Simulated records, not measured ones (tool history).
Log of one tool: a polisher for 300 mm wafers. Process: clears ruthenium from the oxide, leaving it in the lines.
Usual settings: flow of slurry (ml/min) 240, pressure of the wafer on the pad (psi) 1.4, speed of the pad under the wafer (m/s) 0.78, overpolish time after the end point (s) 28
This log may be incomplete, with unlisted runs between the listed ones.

run   hour  flow of slurry (ml/min)  pressure of the wafer on the pad (psi)  speed of the pad under the wafer (m/s)  overpolish time after the end point (s)  wafers since the last listed run  wafers polished on this pad  hours since the slurry nozzle was cleaned  hours since the head pressure was calibrated  incoming thickness of the incoming film, nm  time until the end point was called (s)
  1    0.0                      240                                     1.4                                    0.78                                       28                                 0                          771                                      497.7                                         880.3                                         89.8                                    150.5
      13.2  -- worn pad replaced by a new one
  2   14.2                      240                                     1.4                                    0.78                                       28                                53                            5                                      511.9                                         894.5                                         91.9                                    134.1
  3   23.3                      240                                     1.4                                    0.78                                       28                                47                           53                                      521.0                                         903.6                                         90.8                                    135.6
  4   35.7                      240                                     1.4                                    0.78                                       28                                65                          118                                      533.4                                         916.0                                         90.2                                    132.1
  5   43.5                      240                                     1.4                                    0.78                                       28                                41                          159                                      541.2                                         923.8                                         90.7                                    137.0
  6   61.4                      240                                     1.4                                    0.78                                       28                                94                          254                                      559.1                                         941.7                                         90.4                                    139.7
  7   69.4                      240                                     1.1                                    0.78                                       28                                42                          296                                      567.1                                         949.7                                         90.5                                    180.3
  8   82.4                      240                                     1.1                                    0.78                                       28                                68                          364                                      580.1                                         962.7                                         90.2                                    183.5
  9   96.9                      240                                     1.1                                    0.78                                       28                                76                          441                                      594.6                                         977.2                                         91.4                                    183.2
      99.6  -- slurry nozzle cleaned
 10  108.6                      240                                     1.4                                    0.98                                       44                                56                          497                                        9.0                                         988.9                                         91.1                                    115.9
     113.2  -- head pressure recalibrated
 11  115.5                      240                                     1.2                                    0.78                                       28                                25                          523                                       15.9                                           2.3                                         90.7                                    168.6
 12  128.5                      215                                     1.1                                    0.78                                       28                                68                          592                                       28.9                                          15.3                                         91.9                                    193.5
 13  140.5                      170                                     1.4                                    0.94                                       28                                63                          655                                       40.9                                          27.3                                         89.4                                    127.4
 14  148.5                      165                                     1.6                                    0.68                                       21                                42                          697                                       48.9                                          35.3                                         90.0                                    156.3
     152.6  -- worn pad replaced by a new one
 15  165.8                      240                                     1.4                                    0.78                                       28                                70                           69                                       66.2                                          52.6                                         89.3                                    134.3
 16  177.3                      240                                     1.4                                    0.78                                       28                                60                          130                                       77.7                                          64.1                                         88.2                                    133.7
 17  183.6                      240                                     1.4                                    0.78                                       28                                33                          163                                       84.0                                          70.4                                         90.5                                    136.6
 18  195.6                      280                                     1.4                                    0.78                                       42                                63                          226                                       96.0                                          82.4                                         90.2                                    136.7

Each row is a separate what-if for the run after 18, all from the same tool condition, not one after another. Results?
  A  196.1                      240                                     1.4                                    0.78                                       28                                 2                          229                                       96.5                                          82.9                                         89.9                                        ?
  B  196.1                      270                                     1.1                                    0.90                                       18                                 2                          229                                       96.5                                          82.9                                         89.9                                        ?
  C  196.1                      240                                     1.4                                    0.92                                       28                                 2                          229                                       96.5                                          82.9                                         89.9                                        ?
  D  196.1                      205                                     1.6                                    0.98                                       42                                 2                          229                                       96.5                                          82.9                                         89.9                                        ?
  E  196.1                      270                                     1.9                                    0.78                                       28                                 2                          229                                       96.5                                          82.9                                         89.9                                        ?

run  time until the end point was called (s)
  A                                    137.2
  B                                    149.6
  C                                    116.3
  D                                     97.1
  E                                     99.9
Without the tool's hidden state the same runs would have given:
run  time until the end point was called (s)
  A                                    132.5
  B                                    144.5
  C                                    112.3
  D                                     93.9
  E                                     96.5
